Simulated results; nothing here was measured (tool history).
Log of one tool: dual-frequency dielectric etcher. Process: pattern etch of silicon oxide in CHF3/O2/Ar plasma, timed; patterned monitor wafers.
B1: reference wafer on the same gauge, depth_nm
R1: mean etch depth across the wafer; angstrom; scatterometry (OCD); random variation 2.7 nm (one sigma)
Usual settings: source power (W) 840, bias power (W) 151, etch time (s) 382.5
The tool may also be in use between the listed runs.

{"run": 1, "hour": 0.0, "source power (W)": 840, "bias power (W)": 130, "etch time (s)": 382.5, "B1": 676.1, "R1": 7166}
{"run": 2, "hour": 43.1, "source power (W)": 840, "bias power (W)": 130, "etch time (s)": 382.5, "B1": 676.1, "R1": 7189}
{"run": 3, "hour": 96.9, "source power (W)": 840, "bias power (W)": 130, "etch time (s)": 382.5, "B1": 675.5, "R1": 7101}
{"run": 4, "hour": 129.7, "source power (W)": 840, "bias power (W)": 151, "etch time (s)": 382.5, "B1": 675.8, "R1": 7469}
{"run": 5, "hour": 181.5, "source power (W)": 840, "bias power (W)": 151, "etch time (s)": 382.5, "B1": 675.6, "R1": 7487}
{"run": 6, "hour": 251.2, "source power (W)": 840, "bias power (W)": 151, "etch time (s)": 382.5, "B1": 676, "R1": 7446}
{"run": 7, "hour": 281.0, "source power (W)": 740, "bias power (W)": 151, "etch time (s)": 428.5, "B1": 676, "R1": 8071}
{"hour": 331.4, "done": "wet clean of the chamber"}
{"run": 8, "hour": 343.0, "source power (W)": 740, "bias power (W)": 151, "etch time (s)": 428.5, "B1": 675.7, "R1": 8347}
{"run": 9, "hour": 377.9, "source power (W)": 840, "bias power (W)": 151, "etch time (s)": 382.5, "B1": 676.4, "R1": 7660}
{"run": 10, "hour": 429.8, "source power (W)": 840, "bias power (W)": 151, "etch time (s)": 382.5, "B1": 675.9, "R1": 7688}
{"run": 11, "hour": 457.9, "source power (W)": 740, "bias power (W)": 151, "etch time (s)": 382.5, "B1": 676.1, "R1": 7419}
{"hour": 516.0, "done": "upper electrode replaced"}
{"run": 12, "hour": 525.6, "source power (W)": 930, "bias power (W)": 164, "etch time (s)": 481.5, "B1": 675.6, "R1": 10072}
{"hour": 584.0, "done": "gauge calibrated"}
{"run": 13, "hour": 590.3, "source power (W)": 840, "bias power (W)": 167, "etch time (s)": 313, "B1": 675.6, "R1": 6430}
{"hour": 601.4, "done": "source power generator calibrated"}
{"run": 14, "hour": 641.1, "source power (W)": 840, "bias power (W)": 130, "etch time (s)": 382.5, "B1": 675.9, "R1": 7150}
{"run": 15, "hour": 679.4, "source power (W)": 840, "bias power (W)": 180, "etch time (s)": 435.5, "B1": 676, "R1": 9082}
{"run": 16, "hour": 707.1, "source power (W)": 640, "bias power (W)": 151, "etch time (s)": 351.5, "B1": 675.6, "R1": 6464}
{"run": 17, "hour": 772.5, "source power (W)": 840, "bias power (W)": 138, "etch time (s)": 345, "B1": 676.2, "R1": 6533}
{"hour": 795.2, "done": "bias power generator calibrated"}
{"run": 18, "hour": 817.5, "source power (W)": 840, "bias power (W)": 151, "etch time (s)": 382.5, "B1": 676.2, "R1": 7422}
{"run": 19, "hour": 873.2, "source power (W)": 640, "bias power (W)": 151, "etch time (s)": 295, "B1": 676.2, "R1": 5370}
{"hour": 903.6, "done": "wet clean of the chamber"}
{"run": 20, "hour": 913.0, "source power (W)": 840, "bias power (W)": 151, "etch time (s)": 382.5, "B1": 676, "R1": 7718}
{"run": 21, "hour": 945.6, "source power (W)": 840, "bias power (W)": 151, "etch time (s)": 382.5, "B1": 676.4, "R1": 7654}
{"run": 22, "hour": 987.3, "source power (W)": 1030, "bias power (W)": 151, "etch time (s)": 382.5, "B1": 676.2, "R1": 8044}
{"run": 23, "hour": 1030.4, "source power (W)": 720, "bias power (W)": 163, "etch time (s)": 461.5, "B1": 676.3, "R1": 9095}

Measured less the same run without the tool's hidden state. The same run-to-run variation is in both; the gauge's scatter may not be:
The hidden state here: etch rate over this chamber's usual, %; source power that arrives over what is set, %; bias power that arrives over what is set, %; gauge reads high (%).
run=1 R1=-100
run=2 R1=-123
run=3 R1=-148
run=4 R1=-174
run=5 R1=-203
run=6 R1=-240
run=7 R1=-278
run=8 R1=+38
run=9 R1=+17
run=10 R1=-11
run=11 R1=-25
run=12 R1=-82
run=13 R1=-82
run=14 R1=-117
run=15 R1=-173
run=16 R1=-137
run=17 R1=-169
run=18 R1=-217
run=19 R1=-178
run=20 R1=+21
run=21 R1=+3
run=22 R1=-19
run=23 R1=-49
